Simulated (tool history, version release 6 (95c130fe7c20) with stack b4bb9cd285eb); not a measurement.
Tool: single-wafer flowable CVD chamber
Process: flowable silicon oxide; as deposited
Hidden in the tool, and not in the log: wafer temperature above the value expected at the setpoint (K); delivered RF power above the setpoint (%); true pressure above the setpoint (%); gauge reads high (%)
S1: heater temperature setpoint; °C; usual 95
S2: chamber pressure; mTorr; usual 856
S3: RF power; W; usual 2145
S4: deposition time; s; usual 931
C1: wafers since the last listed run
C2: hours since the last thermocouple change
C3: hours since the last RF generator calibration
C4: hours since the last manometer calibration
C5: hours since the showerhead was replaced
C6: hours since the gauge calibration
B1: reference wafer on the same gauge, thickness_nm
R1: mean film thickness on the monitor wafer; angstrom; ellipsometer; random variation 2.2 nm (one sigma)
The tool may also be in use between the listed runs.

run    hour   S1    S2    S3    S4   C1      C2      C3      C4      C5      C6       B1        R1
  1     0.0   91   964  2145   931    0  2881.6  1302.2  1712.7    12.1   224.6  808.547   9447.65
  2    53.3   95   856  2145   931  157  2934.9  1355.5  1766.0    65.4   277.9  808.437   7601.42
  3    95.1   95   856  2145   931  123  2976.7  1397.3  1807.8   107.2   319.7  809.108   7573.61
      174.5  -- thermocouple changed; heater temperature recalibrated
  4   175.0   95   856  2145   931  212     0.5  1477.2  1887.7   187.1   399.6  809.069   7585.05
  5   266.4   95   917  2145   931  269    91.9  1568.6  1979.1   278.5   491.0  809.055   8061.43
  6   318.6  107   856  2470   931  154   144.1  1620.8  2031.3   330.7   543.2  808.669   5517.24
  7   366.6   91   964  2145   931  141   192.1  1668.8  2079.3   378.7   591.2  808.694   9426.62
      435.3  -- capacitance manometer re-zeroed and calibrated
  8   595.6   95   856  1870   931  652   421.1  1897.8   160.3   607.7   820.2  808.985   7485.20
  9   646.6   95   856  2520   931  150   472.1  1948.8   211.3   658.7   871.2  809.096   7935.09
 10   720.1   95   856  2145   931  216   545.6  2022.3   284.8   732.2   944.7  809.445   7757.27
 11   789.2   95   856  1740   931  203   614.7  2091.4   353.9   801.3  1013.8  808.828   7261.14
 12   833.3   95   856  1925   931  130   658.8  2135.5   398.0   845.4  1057.9  809.147   7479.60
 13   910.2   95   856  2145   931  226   735.7  2212.4   474.9   922.3  1134.8  808.297   7722.86
 14   964.2  103  1067  1915   999  159   789.7  2266.4   528.9   976.3  1188.8  809.259   7600.64
 15  1063.1   86   951  2145   931  291   888.6  2365.3   627.8  1075.2  1287.7  809.146  10811.95
     1077.6  -- RF generator calibrated
 16  1099.9   95   856  2370  1070   84   925.4    22.3   664.6  1112.0  1324.5  808.649   8989.64
 17  1188.6   95   856  2145   931  261  1014.1   111.0   753.3  1200.7  1413.2  808.399   7696.82
 18  1234.6   95   856  2145   931  135  1060.1   157.0   799.3  1246.7  1459.2  808.544   7706.99
 19  1283.6   95   710  1900   822  144  1109.1   206.0   848.3  1295.7  1508.2  809.513   5605.70
 20  1338.0   95   648  2145   931  160  1163.5   260.4   902.7  1350.1  1562.6  808.963   6113.99
 21  1425.9   90  1044  1980  1103  259  1251.4   348.3   990.6  1438.0  1650.5  808.598  12133.64
 22  1523.8   95   985  2145   931  288  1349.3   446.2  1088.5  1535.9  1748.4  809.454   8592.57
 23  1590.1  106  1043  2145   884  195  1415.6   512.5  1154.8  1602.2  1814.7  808.594   6178.21
 24  1668.7  105   856  2145   931  231  1494.2   591.1  1233.4  1680.8  1893.3  809.190   5692.39
 25  1734.4   80   771  2390   987  193  1559.9   656.8  1299.1  1746.5  1959.0  808.623  11468.95
 26  1828.1  110   856  2145  1077  276  1653.6   750.5  1392.8  1840.2  2052.7  808.948   5691.23
 27  1874.0   95   856  2145   931  135  1699.5   796.4  1438.7  1886.1  2098.6  809.067   7617.72
 28  1971.8   95   856  2145   931  288  1797.3   894.2  1536.5  1983.9  2196.4  809.211   7609.63
 29  2011.2  101   645  2405  1006  116  1836.7   933.6  1575.9  2023.3  2235.8  808.537   5607.51

Forecast each of these 3 alternatives for the next run:
  A  2011.9   95  856  2145  931   2  1837.4  934.3  1576.6  2024.0  2236.5   ?   ?
  B  2011.9  106  773  1920  833   2  1837.4  934.3  1576.6  2024.0  2236.5   ?   ?
  C  2011.9   95  962  1735  784   2  1837.4  934.3  1576.6  2024.0  2236.5   ?   ?

run       B1       R1
  A  808.642  7583.29
  B  808.642  4397.32
  C  808.642  6604.16
Without the tool's hidden state the same runs would have given:
run       R1
  A  7720.93
  B  4479.07
  C  6718.25
